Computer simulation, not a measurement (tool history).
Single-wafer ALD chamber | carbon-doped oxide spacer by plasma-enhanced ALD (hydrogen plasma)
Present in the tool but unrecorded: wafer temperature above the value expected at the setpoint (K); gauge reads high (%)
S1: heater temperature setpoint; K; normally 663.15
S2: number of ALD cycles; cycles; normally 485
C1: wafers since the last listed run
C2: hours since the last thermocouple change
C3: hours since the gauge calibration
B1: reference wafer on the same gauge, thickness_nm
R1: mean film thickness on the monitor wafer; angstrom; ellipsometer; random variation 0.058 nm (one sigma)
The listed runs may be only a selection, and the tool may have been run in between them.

run	hour	S1	S2	C1	C2	C3	B1	R1
1	0.0	663.15	485	0	262.3	423.9	21.804	233.04
2	80.9	663.15	485	47	343.2	504.8	21.814	234.10
3	108.0	658.15	411	15	370.3	531.9	21.840	198.58
4	145.6	658.15	411	21	407.9	569.5	21.826	198.56
5	175.8	663.15	485	17	438.1	599.7	21.883	234.21
6	233.4	663.15	485	33	495.7	657.3	21.888	234.73
7	273.7	669.15	556	23	536.0	697.6	21.905	268.91
8	337.9	663.15	556	37	600.2	761.8	21.925	268.89
9	365.9	663.15	556	16	628.2	789.8	21.925	268.69
10	394.2	663.15	556	16	656.5	818.1	21.942	268.33
11	465.5	663.15	485	41	727.8	889.4	21.981	235.41
12	531.8	663.15	485	38	794.1	955.7	21.966	234.95
13	599.9	663.15	485	39	862.2	1023.8	21.973	235.90
14	630.5	663.15	424	17	892.8	1054.4	21.979	205.26
15	696.2	663.15	424	38	958.5	1120.1	21.982	206.51
# hour 726.6: thermocouple changed; heater temperature recalibrated
16	757.6	663.15	485	31	31.0	1181.5	22.002	235.51
17	827.3	656.15	485	40	100.7	1251.2	22.021	236.30
18	855.3	663.15	485	16	128.7	1279.2	22.019	234.93
19	915.7	663.15	485	35	189.1	1339.6	22.049	236.50
20	970.4	663.15	485	31	243.8	1394.3	22.038	235.14
21	1029.7	663.15	485	34	303.1	1453.6	22.043	235.16
22	1093.8	650.15	397	37	367.2	1517.7	22.049	193.44
23	1137.2	663.15	485	25	410.6	1561.1	22.039	236.90
24	1167.4	655.15	525	17	440.8	1591.3	22.067	255.24
25	1205.8	659.15	513	22	479.2	1629.7	22.055	250.59
26	1230.7	663.15	485	14	504.1	1654.6	22.067	235.84
27	1285.5	663.15	485	31	558.9	1709.4	22.073	237.48
28	1339.4	663.15	485	31	612.8	1763.3	22.067	237.21
29	1383.9	663.15	485	25	657.3	1807.8	22.083	236.54
30	1445.7	651.15	525	35	719.1	1869.6	22.066	255.06
# hour 1452.3: gauge calibrated
31	1501.0	663.15	485	32	774.4	48.7	21.559	231.67
32	1565.7	653.15	389	37	839.1	113.4	21.639	185.41
33	1598.6	663.15	429	19	872.0	146.3	21.669	206.02
34	1645.5	657.15	389	27	918.9	193.2	21.687	186.30
35	1706.0	675.15	571	35	979.4	253.7	21.763	270.81
36	1751.6	658.15	537	26	1025.0	299.3	21.775	258.97
37	1813.5	663.15	485	36	1086.9	361.2	21.814	234.29
# hour 1835.5: thermocouple changed; heater temperature recalibrated
38	1880.9	672.15	520	34	45.4	428.6	21.841	251.22
39	1975.2	657.15	404	54	139.7	522.9	21.911	194.19
40	2045.1	648.15	437	40	209.6	592.8	21.924	210.43

For each run, what was the tool's unlogged condition?
wafer temperature above the value expected at the setpoint (K): 0 at every run
H1: gauge reads high (%)
run	H1
1	1.37
2	1.55
3	1.61
4	1.68
5	1.73
6	1.83
7	1.9
8	1.99
9	2.02
10	2.06
11	2.14
12	2.21
13	2.28
14	2.3
15	2.35
16	2.4
17	2.44
18	2.46
19	2.49
20	2.52
21	2.55
22	2.57
23	2.59
24	2.6
25	2.61
26	2.62
27	2.64
28	2.65
29	2.66
30	2.68
31	0.342
32	0.614
33	0.741
34	0.911
35	1.11
36	1.25
37	1.42
38	1.59
39	1.8
40	1.93
